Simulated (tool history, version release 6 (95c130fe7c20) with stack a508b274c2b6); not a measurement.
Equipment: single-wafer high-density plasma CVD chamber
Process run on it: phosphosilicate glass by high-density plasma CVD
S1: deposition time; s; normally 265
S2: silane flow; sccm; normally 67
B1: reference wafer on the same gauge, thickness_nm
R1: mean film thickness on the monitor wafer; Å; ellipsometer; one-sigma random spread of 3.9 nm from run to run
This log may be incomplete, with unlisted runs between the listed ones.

run   hour   S1  S2        B1        R1
  1    0.0  265  67  1520.036  18343.06
  2   19.2  265  67  1519.380  18328.24
      32.8  -- gauge calibrated
  3   48.8  265  67  1519.269  18352.90
  4   73.1  265  67  1521.175  18288.06
  5  104.1  265  67  1518.875  18321.23
  6  118.1  265  67  1520.884  18432.33
  7  147.2  265  67  1519.107  18393.40
  8  175.6  265  67  1519.032  18368.66
  9  204.1  265  67  1518.349  18348.61
 10  226.0  265  67  1518.212  18412.62
     239.8  -- silane flow controller replaced
 11  242.2  265  67  1520.343  17178.89
 12  262.1  265  67  1520.469  17147.09
 13  292.5  265  67  1519.470  17205.49
 14  307.4  265  67  1520.830  17191.02
 15  331.1  232  70  1520.823  15756.92
 16  352.4  300  67  1520.700  19600.25
 17  372.4  311  59  1520.501  17921.19
 18  401.6  300  67  1520.620  19680.08
     415.8  -- gauge calibrated
 19  432.7  235  78  1519.264  17888.07
 20  459.1  241  67  1520.288  15791.86
 21  481.1  265  67  1520.910  17459.29
 22  538.0  278  74  1519.994  20246.97
 23  553.1  228  67  1519.637  15096.00
 24  588.8  265  67  1520.985  17449.23

5 options for the next run, each taken on its own from the tool as it stands now. Forecast them:
  A  589.3  265  72   ?   ?
  B  589.3  313  58   ?   ?
  C  589.3  290  67   ?   ?
  D  589.3  300  76   ?   ?
  E  589.3  283  56   ?   ?

run        B1        R1
  A  1520.002  18781.36
  B  1520.002  17869.85
  C  1520.002  19125.88
  D  1520.002  22443.13
  E  1520.002  15599.95
With no hidden state in the tool, these same runs would have given:
run        R1
  A  18352.75
  B  17462.05
  C  18689.41
  D  21930.96
  E  15243.94

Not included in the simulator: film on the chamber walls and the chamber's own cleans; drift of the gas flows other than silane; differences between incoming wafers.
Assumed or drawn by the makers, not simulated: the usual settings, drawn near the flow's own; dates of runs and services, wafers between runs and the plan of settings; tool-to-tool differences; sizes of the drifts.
